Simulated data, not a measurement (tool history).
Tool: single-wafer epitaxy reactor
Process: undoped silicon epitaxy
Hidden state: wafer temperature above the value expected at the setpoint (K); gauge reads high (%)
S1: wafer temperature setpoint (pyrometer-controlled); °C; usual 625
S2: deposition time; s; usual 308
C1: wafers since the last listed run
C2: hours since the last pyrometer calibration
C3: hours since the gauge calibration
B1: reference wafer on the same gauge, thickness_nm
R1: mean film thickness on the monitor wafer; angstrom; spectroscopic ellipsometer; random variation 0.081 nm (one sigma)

run,hour,S1,S2,C1,C2,C3,B1,R1
1,0.0,625,308,0,215.8,1093.7,28.875,297.34
2,65.7,625,308,242,281.5,1159.4,28.909,297.37
3,122.9,634,308,210,338.7,1216.6,28.889,358.24
4,199.8,634,308,283,415.6,1293.5,28.885,357.09
5,282.4,634,308,304,498.2,1376.1,28.886,357.41
6,338.0,614,342,204,553.8,1431.7,28.894,264.76
7,445.8,614,342,397,661.6,1539.5,28.885,263.33
8,515.8,614,342,257,731.6,1609.5,28.896,263.67
9,616.2,625,323,370,832.0,1709.9,28.918,311.04
10,670.1,625,308,198,885.9,1763.8,28.899,299.31
11,711.6,625,308,152,927.4,1805.3,28.896,298.07
12,771.3,625,308,220,987.1,1865.0,28.907,296.94
13,828.6,625,308,211,1044.4,1922.3,28.903,298.47
14,866.9,625,308,141,1082.7,1960.6,28.903,296.23
# hour 881.7: pyrometer calibrated
15,912.3,625,308,137,30.6,2006.0,28.893,298.04
16,976.8,625,308,237,95.1,2070.5,28.896,297.52
17,1075.0,625,259,361,193.3,2168.7,28.892,251.43
18,1112.9,625,259,139,231.2,2206.6,28.889,252.09
19,1185.0,619,308,265,303.3,2278.7,28.912,264.08
20,1278.4,619,308,344,396.7,2372.1,28.891,263.42
21,1359.5,637,332,298,477.8,2453.2,28.896,408.37
# hour 1380.7: gauge calibrated
22,1400.6,625,343,151,518.9,19.9,28.901,332.11
23,1474.5,634,308,272,592.8,93.8,28.921,356.40
24,1534.6,612,285,221,652.9,153.9,28.887,210.04
25,1634.1,625,308,366,752.4,253.4,28.906,297.03
26,1694.0,621,280,220,812.3,313.3,28.900,249.20
27,1764.7,635,255,260,883.0,384.0,28.900,300.15
28,1803.7,615,308,143,922.0,423.0,28.917,243.26
29,1897.8,625,325,346,1016.1,517.1,28.887,312.97
30,1990.3,625,308,340,1108.6,609.6,28.880,298.65
31,2088.5,614,325,361,1206.8,707.8,28.887,251.21
# hour 2125.3: pyrometer calibrated
32,2189.2,625,308,341,63.9,808.5,28.902,298.22
33,2276.7,625,266,322,151.4,896.0,28.912,258.09
34,2327.1,632,336,185,201.8,946.4,28.885,373.74
35,2396.5,625,272,255,271.2,1015.8,28.911,263.83
36,2477.6,625,339,298,352.3,1096.9,28.893,328.53
37,2573.1,636,328,351,447.8,1192.4,28.908,395.45
38,2614.6,633,266,152,489.3,1233.9,28.876,301.41
39,2693.1,620,339,289,567.8,1312.4,28.900,295.83
40,2735.4,625,308,155,610.1,1354.7,28.901,298.41

How the hidden state differs across the entries between the runs, from the last listed run before each to the first after it:
Between runs 14 and 15: pyrometer calibrated (hour 881.7)
  no hidden state differs between the two runs
Between runs 21 and 22: gauge calibrated (hour 1380.7)
  no hidden state differs between the two runs
Between runs 31 and 32: pyrometer calibrated (hour 2125.3)
  no hidden state differs between the two runs
